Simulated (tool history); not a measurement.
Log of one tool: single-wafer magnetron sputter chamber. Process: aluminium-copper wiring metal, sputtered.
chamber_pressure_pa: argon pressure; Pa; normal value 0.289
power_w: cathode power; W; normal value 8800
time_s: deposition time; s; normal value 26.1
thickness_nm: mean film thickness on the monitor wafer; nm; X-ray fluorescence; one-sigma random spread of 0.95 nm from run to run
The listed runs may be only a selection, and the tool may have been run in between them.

run    hour  chamber_pressure_pa  power_w  time_s  wafers since the last listed run  wafers on the sputter target  hours since the last manometer calibration  hours since the magnet pack was replaced  hours since the gauge calibration  read-back reference wafer on the same gauge, thickness_nm  thickness_nm
  1       0                0.289     8800    26.1                                 0                          5713                                       369.7                                    9323.7                              764.9                                                    548.226       476.636
       32.3  -- sputter target and shields replaced
  2      41                0.289     8800    26.1                               942                           249                                       410.7                                    9364.7                              805.9                                                    548.311       477.992
  3   147.6                0.289     8800    26.1                              3045                          3294                                       517.3                                    9471.3                              912.5                                                    548.104       479.997
  4   251.4                0.289     8800    26.1                              2965                          6260                                       621.1                                    9575.1                             1016.3                                                    548.023       478.198
      283.1  -- sputter target and shields replaced
  5   355.8                0.289     7150    22.9                              2754                          2077                                       725.5                                    9679.5                             1120.7                                                    548.334       341.316
  6   433.6                0.289     7150    22.9                              2222                          4300                                       803.3                                    9757.3                             1198.5                                                    548.094       342.936
  7   488.2                0.289     8800    26.1                              1559                          5860                                       857.9                                    9811.9                             1253.1                                                    547.815        480.24
      532.3  -- sputter target and shields replaced
  8   569.9                0.341     7550    26.1                              2105                          1073                                       939.6                                    9893.6                             1334.8                                                    548.241       397.053
      590.4  -- gauge calibrated
      596.1  -- magnet pack replaced
  9   609.2                0.289     8800    26.1                               894                          1967                                       978.9                                      13.1                               18.8                                                    548.497       480.903
 10   682.9                0.289     8800    26.1                              2105                          4073                                      1052.6                                      86.8                               92.5                                                    547.533       481.575
      816.8  -- sputter target and shields replaced
 11   971.9                0.381    10400    24.7                              8028                          4432                                      1341.6                                     375.8                              381.5                                                    548.182       504.189
        994  -- capacitance manometer re-zeroed and calibrated
 12    1015                0.258     8800    26.1                              1002                          5435                                          21                                     418.9                              424.6                                                    548.175       484.585
     1052.4  -- sputter target and shields replaced
 13  1067.5                0.289     8000    26.1                              1271                           431                                        73.5                                     471.4                              477.1                                                    547.661       430.308
 14  1157.3                0.289     8800    26.1                              2565                          2997                                       163.3                                     561.2                              566.9                                                    547.742       474.828
 15  1299.4                0.177     7500    28.4                              4059                          7056                                       305.4                                     703.3                                709                                                    548.356        479.38

Here are 3 independent what-if runs from the current tool condition. What would each one return?
  A  1299.8                0.289     8800    23.9                                11                          7068                                       305.8                                     703.7                              709.4                                                          ?             ?
  B  1299.8                0.205     7250    21.9                                11                          7068                                       305.8                                     703.7                              709.4                                                          ?             ?
  C  1299.8                0.289     9750    27.5                                11                          7068                                       305.8                                     703.7                              709.4                                                          ?             ?

run  read-back reference wafer on the same gauge, thickness_nm  thickness_nm
  A                                                    548.074       436.157
  B                                                    548.074       351.153
  C                                                    548.074       556.031
Had the tool no hidden state, the same runs would have come out as:
run  thickness_nm
  A       431.885
  B        349.17
  C       550.586

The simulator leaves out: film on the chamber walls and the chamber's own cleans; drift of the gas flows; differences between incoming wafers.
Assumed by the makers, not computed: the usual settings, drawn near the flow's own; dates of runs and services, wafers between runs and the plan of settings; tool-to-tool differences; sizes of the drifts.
